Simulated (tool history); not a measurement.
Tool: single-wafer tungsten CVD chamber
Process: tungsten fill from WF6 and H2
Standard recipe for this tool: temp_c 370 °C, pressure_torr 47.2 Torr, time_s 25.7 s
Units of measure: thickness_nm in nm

run     day  temp_c  pressure_torr  time_s  wafers since the last listed run  hours since the last thermocouple change  hours since the last manometer calibration  hours since the showerhead was replaced  hours since the gauge calibration  read-back reference wafer on the same gauge, thickness_nm  thickness_nm
  1   0.000     370           39.9    25.7                                 0                                    3131.1                                       874.4                                   2621.0                              632.6                                                     59.597        58.073
  2   0.912     361           47.2    25.7                               326                                    3153.0                                       896.3                                   2642.9                              654.5                                                     59.542        50.962
  3   2.196     361           47.2    25.7                               459                                    3183.8                                       927.1                                   2673.7                              685.3                                                     59.565        51.446
  4   3.088     361           47.2    25.7                               319                                    3205.2                                       948.5                                   2695.1                              706.7                                                     59.545        51.196
  5   4.558     370           47.2    25.7                               526                                    3240.5                                       983.8                                   2730.4                              742.0                                                     59.476        61.135
  6   5.117     370           47.2    25.7                               199                                    3253.9                                       997.2                                   2743.8                              755.4                                                     59.644        61.223
  7   6.246     370           47.2    25.7                               404                                    3281.0                                      1024.3                                   2770.9                              782.5                                                     59.579        61.425
  8   7.325     370           47.2    25.7                               386                                    3306.9                                      1050.2                                   2796.8                              808.4                                                     59.400        61.548
  9   8.008     370           47.2    25.7                               244                                    3323.3                                      1066.6                                   2813.2                              824.8                                                     59.594        61.827
      8.633  -- thermocouple changed; heater temperature recalibrated
 10   8.983     370           47.2    25.7                               229                                       8.4                                      1090.0                                   2836.6                              848.2                                                     59.523        53.640
 11   9.888     370           47.2    25.7                               323                                      30.1                                      1111.7                                   2858.3                              869.9                                                     59.483        54.194
 12  10.458     370           47.2    25.7                               204                                      43.8                                      1125.4                                   2872.0                              883.6                                                     59.472        53.732
     11.604  -- showerhead replaced
 13  11.712     370           47.2    21.8                               329                                      73.9                                      1155.5                                      2.6                              913.7                                                     59.604        46.133
 14  13.096     370           47.2    25.7                               495                                     107.1                                      1188.7                                     35.8                              946.9                                                     59.568        53.836
 15  13.688     370           51.2    27.3                               211                                     121.3                                      1202.9                                     50.0                              961.1                                                     59.419        59.358
 16  15.162     370           36.1    24.0                               528                                     156.7                                      1238.3                                     85.4                              996.5                                                     59.465        46.896
 17  15.904     374           36.8    22.3                               265                                     174.5                                      1256.1                                    103.2                             1014.3                                                     59.475        47.371
 18  17.162     358           52.5    24.1                               450                                     204.7                                      1286.3                                    133.4                             1044.5                                                     59.498        40.839
 19  18.204     370           47.2    21.4                               372                                     229.7                                      1311.3                                    158.4                             1069.5                                                     59.507        45.076
 20  18.833     374           36.7    20.7                               225                                     244.8                                      1326.4                                    173.5                             1084.6                                                     59.453        43.653
 21  19.525     370           47.2    25.7                               247                                     261.4                                      1343.0                                    190.1                             1101.2                                                     59.512        53.939
     20.621  -- gauge calibrated
 22  20.900     370           36.8    25.7                               492                                     294.4                                      1376.0                                    223.1                                6.7                                                     59.582        50.035
 23  22.362     370           47.2    29.0                               523                                     329.5                                      1411.1                                    258.2                               41.8                                                     59.489        60.896
 24  24.146     362           58.6    25.7                               638                                     372.3                                      1453.9                                    301.0                               84.6                                                     59.432        49.156
 25  24.750     376           50.8    28.2                               216                                     386.8                                      1468.4                                    315.5                               99.1                                                     59.475        68.704
 26  25.408     361           55.0    25.7                               235                                     402.6                                      1484.2                                    331.3                              114.9                                                     59.607        46.933
 27  26.158     370           47.2    25.7                               268                                     420.6                                      1502.2                                    349.3                              132.9                                                     59.434        54.292
     26.783  -- capacitance manometer re-zeroed and calibrated
 28  27.567     361           42.3    27.7                               384                                     454.4                                        18.8                                    383.1                              166.7                                                     59.528        47.137
 29  28.525     370           47.2    25.7                               343                                     477.4                                        41.8                                    406.1                              189.7                                                     59.426        54.266
 30  29.821     370           41.1    25.7                               463                                     508.5                                        72.9                                    437.2                              220.8                                                     59.400        51.878
 31  30.625     379           55.5    23.4                               287                                     527.8                                        92.2                                    456.5                              240.1                                                     59.575        62.034
 32  31.500     382           39.0    23.7                               313                                     548.8                                       113.2                                    477.5                              261.1                                                     59.518        59.994
 33  32.442     358           47.2    23.0                               337                                     571.4                                       135.8                                    500.1                              283.7                                                     59.479        37.782
 34  36.333     370           47.2    25.7                              1393                                     664.8                                       229.2                                    593.5                              377.1                                                     59.363        54.400
 35  37.050     363           47.2    25.7                               256                                     682.0                                       246.4                                    610.7                              394.3                                                     59.489        47.022

List, for all runs, the conditions of the tool that the log does not record:
true pressure above the setpoint (%): 0 at every run
gauge reads high (%): 0 at every run
H1: wafer temperature above the value expected at the setpoint (K)
run      H1
  1    5.35
  2    5.43
  3    5.54
  4    5.61
  5    5.74
  6    5.79
  7    5.89
  8    5.99
  9    6.05
 10  -0.633
 11  -0.633
 12  -0.632
 13   -0.63
 14  -0.627
 15  -0.625
 16   -0.62
 17  -0.616
 18   -0.61
 19  -0.604
 20    -0.6
 21  -0.595
 22  -0.584
 23  -0.572
 24  -0.555
 25  -0.549
 26  -0.542
 27  -0.533
 28  -0.517
 29  -0.504
 30  -0.487
 31  -0.476
 32  -0.463
 33  -0.449
 34  -0.383
 35   -0.37

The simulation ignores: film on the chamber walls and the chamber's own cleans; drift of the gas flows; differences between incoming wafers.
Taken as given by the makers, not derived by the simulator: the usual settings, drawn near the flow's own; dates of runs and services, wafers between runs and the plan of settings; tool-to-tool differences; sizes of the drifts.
